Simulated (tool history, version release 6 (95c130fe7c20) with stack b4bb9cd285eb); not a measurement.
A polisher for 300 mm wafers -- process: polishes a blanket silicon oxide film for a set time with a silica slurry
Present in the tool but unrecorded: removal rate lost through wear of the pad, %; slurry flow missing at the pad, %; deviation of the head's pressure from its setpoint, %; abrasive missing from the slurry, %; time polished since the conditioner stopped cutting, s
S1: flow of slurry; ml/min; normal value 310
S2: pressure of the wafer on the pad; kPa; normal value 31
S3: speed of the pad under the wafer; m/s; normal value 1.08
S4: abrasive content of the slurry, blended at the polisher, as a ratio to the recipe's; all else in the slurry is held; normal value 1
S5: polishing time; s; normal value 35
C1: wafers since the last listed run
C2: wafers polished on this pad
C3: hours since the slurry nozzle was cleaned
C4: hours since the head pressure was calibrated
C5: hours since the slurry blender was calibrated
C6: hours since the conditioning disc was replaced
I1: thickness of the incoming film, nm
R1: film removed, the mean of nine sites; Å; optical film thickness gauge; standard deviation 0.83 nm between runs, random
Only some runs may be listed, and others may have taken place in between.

run,hour,S1,S2,S3,S4,S5,C1,C2,C3,C4,C5,C6,I1,R1
1,0,310,31,1.08,1,28,0,238,656.9,395,86.7,143.3,1346.5,911
2,6.2,310,31,1.08,1,35,54,292,663.1,401.2,92.9,149.5,1349.6,1136
3,24.1,310,31,1.08,1,35,156,449,681,419.1,110.8,167.4,1310.8,1127
4,32.8,310,31,1.08,1,35,76,526,689.7,427.8,119.5,176.1,1319.8,1125
# hour 42.5: worn pad replaced by a new one
5,45.6,310,31,1.08,1,35,77,26,702.5,440.6,132.3,188.9,1310.6,1113
6,53,310,31,1.08,1,35,64,91,709.9,448,139.7,196.3,1315.1,1116
7,61.3,310,31,1.08,1.2,35,72,164,718.2,456.3,148,204.6,1316.6,1210
8,79,310,26.9,1.08,1,35,155,319,735.9,474,165.7,222.3,1326.3,982
# hour 100.4: worn pad replaced by a new one
# hour 110.9: conditioning disc replaced and pad reconditioned
9,126.7,310,26.9,1.08,1,35,365,212,783.6,521.7,213.4,15.8,1321.3,1024
# hour 136.8: head pressure recalibrated
10,140,275,31,1.08,1,35,99,311,796.9,3.2,226.7,29.1,1325.7,1172
# hour 151.9: slurry nozzle cleaned
11,152.4,275,31,1.08,1,35,99,411,0.5,15.6,239.1,41.5,1340.6,1163
# hour 161.3: worn pad replaced by a new one
12,165.9,275,31,1.08,1,35,83,40,14,29.1,252.6,55,1332.5,1170
13,181.5,310,31,1.08,1,35,136,177,29.6,44.7,268.2,70.6,1337.1,1162
14,197.7,350,31,1.08,1,35,141,319,45.8,60.9,284.4,86.8,1336.9,1162
# hour 211.6: slurry blender recalibrated
15,215.6,350,36.5,1.08,1.25,35,139,458,63.7,78.8,4,104.7,1322.1,1476
# hour 222.3: worn pad replaced by a new one
16,222.8,310,31,1.08,1,35,28,4,70.9,86,11.2,111.9,1316.8,1151
17,231.9,310,35.2,0.82,0.9,35,79,83,80,95.1,20.3,121,1334.9,1008
18,242.6,310,24.8,1.08,1,35,93,177,90.7,105.8,31,131.7,1316.9,963
19,250.9,360,20.7,1.08,0.8,35,72,250,99,114.1,39.3,140,1330.6,738
20,263.1,310,31,1.08,1,35,106,357,111.2,126.3,51.5,152.2,1336.9,1141
21,272.4,310,31,1.08,1.15,25,81,438,120.5,135.6,60.8,161.5,1331.6,866
22,282.8,310,26.9,0.98,0.8,25,91,529,130.9,146,71.2,171.9,1328.6,606
# hour 294.2: worn pad replaced by a new one
23,294.7,220,31,1.08,1,32,69,4,142.8,157.9,83.1,183.8,1336.4,1021
24,306.7,225,26.2,1.08,0.9,39,105,109,154.8,169.9,95.1,195.8,1322.8,1021
25,316.7,310,31,1.34,0.8,35,87,196,164.8,179.9,105.1,205.8,1341.8,1209

What if the next run were any one of these 3? Each begins from the tool's condition after run 25:
A,317.1,280,31,1.08,1,35,3,200,165.2,180.3,105.5,206.2,1316.2,?
B,317.1,310,31,0.76,1,35,3,200,165.2,180.3,105.5,206.2,1316.2,?
C,317.1,210,24.8,0.78,0.75,35,3,200,165.2,180.3,105.5,206.2,1316.2,?

run,R1
A,1127
B,866
C,630
Without the tool's unlogged condition, the same runs would have read:
run,R1
A,1177
B,894
C,647

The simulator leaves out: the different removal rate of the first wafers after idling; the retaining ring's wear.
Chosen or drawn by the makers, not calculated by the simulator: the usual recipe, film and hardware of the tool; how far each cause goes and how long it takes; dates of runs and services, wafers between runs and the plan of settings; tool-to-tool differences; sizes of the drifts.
